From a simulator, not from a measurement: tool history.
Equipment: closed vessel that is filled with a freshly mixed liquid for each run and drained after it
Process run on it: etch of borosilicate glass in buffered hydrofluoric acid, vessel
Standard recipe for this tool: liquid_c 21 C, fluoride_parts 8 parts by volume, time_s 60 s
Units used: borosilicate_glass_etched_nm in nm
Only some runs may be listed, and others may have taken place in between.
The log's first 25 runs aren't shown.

run	hour	liquid_c	fluoride_parts	time_s	read-back film thickness of the borosilicate glass reference wafer, read on the same gauge (nm)	borosilicate_glass_etched_nm
26	700	21	8	60	29.96	75.16
27	734	23	8	50	30	70.17
28	760.3	25.5	5.5	35	30.04	80.52
29	793	21	8	60	30	75.19
30	809.4	21	8	60	29.96	76.04
31	833.9	25.5	10.5	85	30.04	107.22
32	854	21	6	85	29.97	143.31
33	877.3	23	6	90	30	167.77

Each row is a separate what-if for the run after 33, all from the same tool condition, not one after another. Results?
A	878	21	7	60	?	?
B	878	21	6.5	90	?	?
C	878	21	8	75	?	?
D	878	26	8	50	?	?

run	read-back film thickness of the borosilicate glass reference wafer, read on the same gauge (nm)	borosilicate_glass_etched_nm
A	29.98	88.23
B	29.98	141.46
C	29.98	95.44
D	29.98	83.13
Without the tool's unlogged condition, the same runs would have read:
run	borosilicate_glass_etched_nm
A	87.09
B	139.64
C	93.92
D	81.81
